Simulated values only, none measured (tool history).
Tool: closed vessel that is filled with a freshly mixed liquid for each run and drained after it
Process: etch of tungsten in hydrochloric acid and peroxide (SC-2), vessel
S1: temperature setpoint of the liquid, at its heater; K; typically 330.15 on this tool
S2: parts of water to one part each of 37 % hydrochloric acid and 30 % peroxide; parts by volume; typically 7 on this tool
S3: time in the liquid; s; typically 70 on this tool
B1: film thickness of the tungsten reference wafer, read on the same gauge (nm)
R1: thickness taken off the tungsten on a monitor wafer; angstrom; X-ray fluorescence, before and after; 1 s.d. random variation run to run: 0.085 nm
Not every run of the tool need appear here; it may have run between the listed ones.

run 1 day=0 | S1=335.65 S2=7 S3=70 | B1=31 | R1=250.6
run 2 day=5.475 | S1=335.65 S2=7 S3=70 | B1=31.19 | R1=253.2
-- day=8.283 thermometer replaced
run 3 day=9.708 | S1=335.65 S2=7 S3=70 | B1=31.32 | R1=254.6
run 4 day=12.5 | S1=330.15 S2=7 S3=70 | B1=31.4 | R1=178.4
run 5 day=14.208 | S1=330.15 S2=7 S3=70 | B1=31.45 | R1=178.6
run 6 day=17.346 | S1=330.15 S2=7 S3=70 | B1=31.48 | R1=180
run 7 day=21.246 | S1=330.15 S2=7 S3=70 | B1=31.59 | R1=179.2
-- day=23.138 new drum of peroxide connected
-- day=29.475 thermometer replaced
run 8 day=30.479 | S1=335.15 S2=7 S3=70 | B1=31.71 | R1=249
run 9 day=33.488 | S1=330.15 S2=7 S3=40 | B1=31.69 | R1=102.9
run 10 day=35.767 | S1=330.15 S2=7 S3=40 | B1=31.78 | R1=104.3
run 11 day=38.221 | S1=330.15 S2=5.5 S3=70 | B1=31.78 | R1=216.7
run 12 day=40.067 | S1=330.15 S2=9 S3=70 | B1=31.77 | R1=149.5
run 13 day=42.004 | S1=330.15 S2=7 S3=70 | B1=31.83 | R1=182.1
run 14 day=44.375 | S1=330.15 S2=7 S3=105 | B1=31.8 | R1=274.5
-- day=46.896 chemicals flow meter replaced
-- day=48.471 thermometer replaced
run 15 day=48.712 | S1=335.15 S2=6 S3=55 | B1=31.83 | R1=218.5
-- day=49.121 new drum of peroxide connected
run 16 day=51.971 | S1=330.15 S2=7 S3=70 | B1=31.88 | R1=182
run 17 day=54.208 | S1=333.15 S2=6 S3=70 | B1=31.85 | R1=247.6
run 18 day=58.65 | S1=330.15 S2=5 S3=70 | B1=31.87 | R1=233.2
-- day=60.283 gauge calibrated
run 19 day=62.946 | S1=330.15 S2=7 S3=70 | B1=29.96 | R1=170.9
run 20 day=64.858 | S1=325.15 S2=9 S3=100 | B1=30.11 | R1=146.4
run 21 day=69.267 | S1=330.15 S2=7 S3=100 | B1=30.35 | R1=246.4
-- day=72.362 new drum of peroxide connected
-- day=72.721 thermometer replaced
run 22 day=73.6 | S1=321.65 S2=5.5 S3=70 | B1=30.54 | R1=120.3
run 23 day=75.204 | S1=325.65 S2=4 S3=40 | B1=30.61 | R1=112.5
run 24 day=78.15 | S1=338.65 S2=7 S3=70 | B1=30.73 | R1=297.3

Branching from run 24: 4 alternative next runs. What would each branch give?
run A day=78.179 | S1=330.15 S2=4.5 S3=70 | B1=? | R1=?
run B day=78.179 | S1=323.65 S2=4 S3=30 | B1=? | R1=?
run C day=78.179 | S1=324.65 S2=8 S3=50 | B1=? | R1=?
run D day=78.179 | S1=330.15 S2=4 S3=50 | B1=? | R1=?

run=A B1=30.71 R1=241.8
run=B B1=30.71 R1=73.5
run=C B1=30.71 R1=78.5
run=D B1=30.71 R1=187.1
Had the tool no hidden state, the same runs would have come out as:
run=A R1=236
run=B R1=71.7
run=C R1=76.7
run=D R1=182.6
